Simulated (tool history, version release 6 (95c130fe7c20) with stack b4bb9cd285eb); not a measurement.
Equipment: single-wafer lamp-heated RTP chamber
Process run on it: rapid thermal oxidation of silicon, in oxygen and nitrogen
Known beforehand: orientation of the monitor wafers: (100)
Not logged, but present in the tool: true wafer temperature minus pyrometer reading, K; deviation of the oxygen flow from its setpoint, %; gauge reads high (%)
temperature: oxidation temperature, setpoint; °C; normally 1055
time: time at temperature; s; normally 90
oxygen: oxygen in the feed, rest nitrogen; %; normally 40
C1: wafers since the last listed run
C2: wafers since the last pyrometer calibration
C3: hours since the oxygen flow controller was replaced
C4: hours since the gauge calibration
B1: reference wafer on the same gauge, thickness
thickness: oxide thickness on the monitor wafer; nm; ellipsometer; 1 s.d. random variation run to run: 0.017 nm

run 1 day=0.000 | temperature=1055 time=90 oxygen=40 | C1=0 C2=1855 C3=6429.3 C4=1602.5 | B1=7.343 | thickness=7.675
run 2 day=4.117 | temperature=1055 time=90 oxygen=40 | C1=887 C2=2743 C3=6528.1 C4=1701.3 | B1=7.336 | thickness=7.669
run 3 day=8.792 | temperature=1055 time=90 oxygen=40 | C1=1008 C2=3752 C3=6640.3 C4=1813.5 | B1=7.333 | thickness=7.648
-- day=9.212 pyrometer window cleaned and pyrometer calibrated
run 4 day=12.671 | temperature=1055 time=90 oxygen=40 | C1=764 C2=745 C3=6733.4 C4=1906.6 | B1=7.332 | thickness=7.665
run 5 day=16.821 | temperature=1055 time=113 oxygen=40 | C1=895 C2=1641 C3=6833.0 C4=2006.2 | B1=7.332 | thickness=8.486
run 6 day=19.454 | temperature=1055 time=90 oxygen=40 | C1=568 C2=2209 C3=6896.2 C4=2069.4 | B1=7.322 | thickness=7.658
run 7 day=23.771 | temperature=1055 time=90 oxygen=40 | C1=931 C2=3140 C3=6999.8 C4=2173.0 | B1=7.320 | thickness=7.668
run 8 day=25.733 | temperature=1055 time=103 oxygen=30 | C1=423 C2=3563 C3=7046.9 C4=2220.1 | B1=7.319 | thickness=7.351
-- day=27.629 pyrometer window cleaned and pyrometer calibrated
run 9 day=28.579 | temperature=1055 time=103 oxygen=30 | C1=541 C2=204 C3=7115.2 C4=2288.4 | B1=7.311 | thickness=7.321
-- day=31.254 oxygen flow controller replaced
run 10 day=31.646 | temperature=1055 time=90 oxygen=40 | C1=589 C2=794 C3=9.4 C4=2362.0 | B1=7.311 | thickness=7.650
run 11 day=34.988 | temperature=1055 time=90 oxygen=23 | C1=720 C2=1515 C3=89.6 C4=2442.2 | B1=7.301 | thickness=6.283
-- day=35.338 gauge calibrated
run 12 day=37.112 | temperature=1055 time=90 oxygen=40 | C1=458 C2=1973 C3=140.6 C4=42.6 | B1=7.432 | thickness=7.748
-- day=43.733 pyrometer window cleaned and pyrometer calibrated
run 13 day=43.754 | temperature=1055 time=72 oxygen=40 | C1=1360 C2=4 C3=300.0 C4=202.0 | B1=7.421 | thickness=7.014
run 14 day=46.708 | temperature=1034 time=101 oxygen=40 | C1=637 C2=642 C3=370.9 C4=272.9 | B1=7.421 | thickness=7.084
run 15 day=50.204 | temperature=1044 time=135 oxygen=30 | C1=754 C2=1396 C3=454.8 C4=356.8 | B1=7.415 | thickness=7.801
run 16 day=53.621 | temperature=1055 time=90 oxygen=32 | C1=736 C2=2133 C3=536.8 C4=438.8 | B1=7.421 | thickness=7.162
run 17 day=56.925 | temperature=1055 time=90 oxygen=40 | C1=712 C2=2845 C3=616.1 C4=518.1 | B1=7.414 | thickness=7.770
run 18 day=59.658 | temperature=1074 time=57 oxygen=40 | C1=589 C2=3435 C3=681.7 C4=583.7 | B1=7.407 | thickness=7.196
-- day=61.858 pyrometer window cleaned and pyrometer calibrated
run 19 day=61.879 | temperature=1055 time=133 oxygen=40 | C1=407 C2=4 C3=735.0 C4=637.0 | B1=7.405 | thickness=9.220
run 20 day=65.942 | temperature=1035 time=90 oxygen=62 | C1=876 C2=881 C3=832.5 C4=734.5 | B1=7.401 | thickness=7.847
run 21 day=69.638 | temperature=1055 time=90 oxygen=54 | C1=797 C2=1678 C3=921.2 C4=823.2 | B1=7.396 | thickness=8.599
run 22 day=74.129 | temperature=1066 time=119 oxygen=30 | C1=968 C2=2647 C3=1029.0 C4=931.0 | B1=7.394 | thickness=8.509
run 23 day=75.750 | temperature=1068 time=130 oxygen=61 | C1=349 C2=2996 C3=1067.9 C4=969.9 | B1=7.385 | thickness=11.592
run 24 day=77.512 | temperature=1055 time=90 oxygen=40 | C1=380 C2=3376 C3=1110.2 C4=1012.2 | B1=7.388 | thickness=7.699
-- day=80.292 pyrometer window cleaned and pyrometer calibrated
run 25 day=80.604 | temperature=1068 time=90 oxygen=64 | C1=594 C2=67 C3=1184.4 C4=1086.4 | B1=7.380 | thickness=9.952
run 26 day=82.658 | temperature=1083 time=48 oxygen=63 | C1=443 C2=510 C3=1233.7 C4=1135.7 | B1=7.379 | thickness=8.269

How the hidden state differs across the entries between the runs, from the last listed run before each to the first after it:
Between runs 3 and 4: pyrometer window cleaned and pyrometer calibrated (day 9.212)
  gauge reads high (%): -1.42 -> -1.48
  difference, measured minus the result without the unlogged condition, thickness: -0.110 -> -0.115 nm
Between runs 8 and 9: pyrometer window cleaned and pyrometer calibrated (day 27.629)
  gauge reads high (%): -1.68 -> -1.73
  difference, measured minus the result without the unlogged condition, thickness: -0.126 -> -0.129 nm
Between runs 9 and 10: oxygen flow controller replaced (day 31.254)
  gauge reads high (%): -1.73 -> -1.77
  difference, measured minus the result without the unlogged condition, thickness: -0.129 -> -0.138 nm
Between runs 11 and 12: gauge calibrated (day 35.338)
  gauge reads high (%): -1.82 -> -0.0954
  difference, measured minus the result without the unlogged condition, thickness: -0.117 -> -0.007 nm
Between runs 12 and 13: pyrometer window cleaned and pyrometer calibrated (day 43.733)
  gauge reads high (%): -0.0954 -> -0.197
  difference, measured minus the result without the unlogged condition, thickness: -0.007 -> -0.014 nm
Between runs 18 and 19: pyrometer window cleaned and pyrometer calibrated (day 61.858)
  gauge reads high (%): -0.44 -> -0.474
  difference, measured minus the result without the unlogged condition, thickness: -0.031 -> -0.044 nm
Between runs 24 and 25: pyrometer window cleaned and pyrometer calibrated (day 80.292)
  gauge reads high (%): -0.712 -> -0.759
  difference, measured minus the result without the unlogged condition, thickness: -0.055 -> -0.076 nm
